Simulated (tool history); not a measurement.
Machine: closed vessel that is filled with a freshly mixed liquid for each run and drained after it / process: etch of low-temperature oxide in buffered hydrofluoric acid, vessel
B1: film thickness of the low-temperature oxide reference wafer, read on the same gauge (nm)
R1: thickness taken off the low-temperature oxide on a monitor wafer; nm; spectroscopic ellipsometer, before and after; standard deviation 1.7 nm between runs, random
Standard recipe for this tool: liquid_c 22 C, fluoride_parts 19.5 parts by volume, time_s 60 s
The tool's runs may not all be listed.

run 1 hour=0 | liquid_c=22 fluoride_parts=19.5 time_s=60 | B1=80 | R1=172.8
run 2 hour=36.6 | liquid_c=22 fluoride_parts=19.5 time_s=60 | B1=79.97 | R1=174.72
run 3 hour=114.3 | liquid_c=22 fluoride_parts=19.5 time_s=60 | B1=79.97 | R1=172.81
run 4 hour=212.1 | liquid_c=22 fluoride_parts=19.5 time_s=60 | B1=80.03 | R1=173.92
run 5 hour=289.6 | liquid_c=22 fluoride_parts=19.5 time_s=60 | B1=79.94 | R1=170.9
run 6 hour=343.9 | liquid_c=22 fluoride_parts=13.5 time_s=60 | B1=80.04 | R1=240.5
run 7 hour=382.1 | liquid_c=22 fluoride_parts=13.5 time_s=60 | B1=80.03 | R1=238.98
run 8 hour=420.4 | liquid_c=22 fluoride_parts=22 time_s=60 | B1=79.98 | R1=155.12
-- hour=459.9 thermometer replaced
run 9 hour=473.9 | liquid_c=23.5 fluoride_parts=19.5 time_s=60 | B1=79.97 | R1=184.59
run 10 hour=523.9 | liquid_c=17 fluoride_parts=24.5 time_s=60 | B1=80 | R1=108.99
run 11 hour=594.6 | liquid_c=18 fluoride_parts=19.5 time_s=35 | B1=79.95 | R1=77.51
run 12 hour=792.9 | liquid_c=25 fluoride_parts=23 time_s=90 | B1=79.96 | R1=264.06
run 13 hour=891.6 | liquid_c=22 fluoride_parts=23 time_s=60 | B1=79.98 | R1=149.51
run 14 hour=975.5 | liquid_c=22 fluoride_parts=19.5 time_s=60 | B1=80.01 | R1=165.18
run 15 hour=1016.3 | liquid_c=22 fluoride_parts=19.5 time_s=60 | B1=79.97 | R1=166.57
run 16 hour=1118.3 | liquid_c=18.5 fluoride_parts=22 time_s=85 | B1=79.98 | R1=177.02
run 17 hour=1207.7 | liquid_c=26.5 fluoride_parts=11.5 time_s=60 | B1=80.02 | R1=344.69
run 18 hour=1293.7 | liquid_c=22 fluoride_parts=19.5 time_s=60 | B1=79.95 | R1=162.81
run 19 hour=1337.6 | liquid_c=18.5 fluoride_parts=25.5 time_s=60 | B1=79.95 | R1=111.45
run 20 hour=1436.6 | liquid_c=19 fluoride_parts=19.5 time_s=60 | B1=80.02 | R1=137.64
run 21 hour=1531 | liquid_c=19 fluoride_parts=14.5 time_s=40 | B1=79.98 | R1=114.84
run 22 hour=1567.4 | liquid_c=18.5 fluoride_parts=19.5 time_s=80 | B1=80.01 | R1=178.77
-- hour=1664.7 hydrofluoric acid flow meter replaced
-- hour=1694.4 thermometer replaced
run 23 hour=1884.1 | liquid_c=22 fluoride_parts=19.5 time_s=60 | B1=80.02 | R1=175.1
run 24 hour=1924.5 | liquid_c=22 fluoride_parts=15 time_s=35 | B1=80.01 | R1=132.45
run 25 hour=1990 | liquid_c=23.5 fluoride_parts=26.5 time_s=60 | B1=79.96 | R1=152.79
run 26 hour=2098 | liquid_c=25 fluoride_parts=13 time_s=85 | B1=79.99 | R1=437.68
run 27 hour=2146 | liquid_c=22 fluoride_parts=25.5 time_s=85 | B1=80 | R1=206.46
run 28 hour=2210 | liquid_c=22 fluoride_parts=19.5 time_s=50 | B1=80.02 | R1=146.57
run 29 hour=2307.9 | liquid_c=22 fluoride_parts=12.5 time_s=60 | B1=80.02 | R1=267.22
run 30 hour=2407.3 | liquid_c=19.5 fluoride_parts=19.5 time_s=35 | B1=80.01 | R1=86.35
run 31 hour=2495.4 | liquid_c=22 fluoride_parts=19.5 time_s=60 | B1=80.06 | R1=169.83

5 ways to go on from here, each from the tool as it stands after run 31. What would each give?
run A hour=2496.1 | liquid_c=22 fluoride_parts=19.5 time_s=60 | B1=? | R1=?
run B hour=2496.1 | liquid_c=22 fluoride_parts=22.5 time_s=60 | B1=? | R1=?
run C hour=2496.1 | liquid_c=22 fluoride_parts=23.5 time_s=60 | B1=? | R1=?
run D hour=2496.1 | liquid_c=22 fluoride_parts=19.5 time_s=75 | B1=? | R1=?
run E hour=2496.1 | liquid_c=25 fluoride_parts=19.5 time_s=60 | B1=? | R1=?

run=A B1=80 R1=173.72
run=B B1=80 R1=157.4
run=C B1=80 R1=152.75
run=D B1=80 R1=217.14
run=E B1=80 R1=204.84
The same runs, with their run-to-run variation unchanged, on a tool lacking any hidden condition would have given:
run=A R1=183.69
run=B R1=165.19
run=C R1=160.31
run=D R1=229.62
run=E R1=216.58
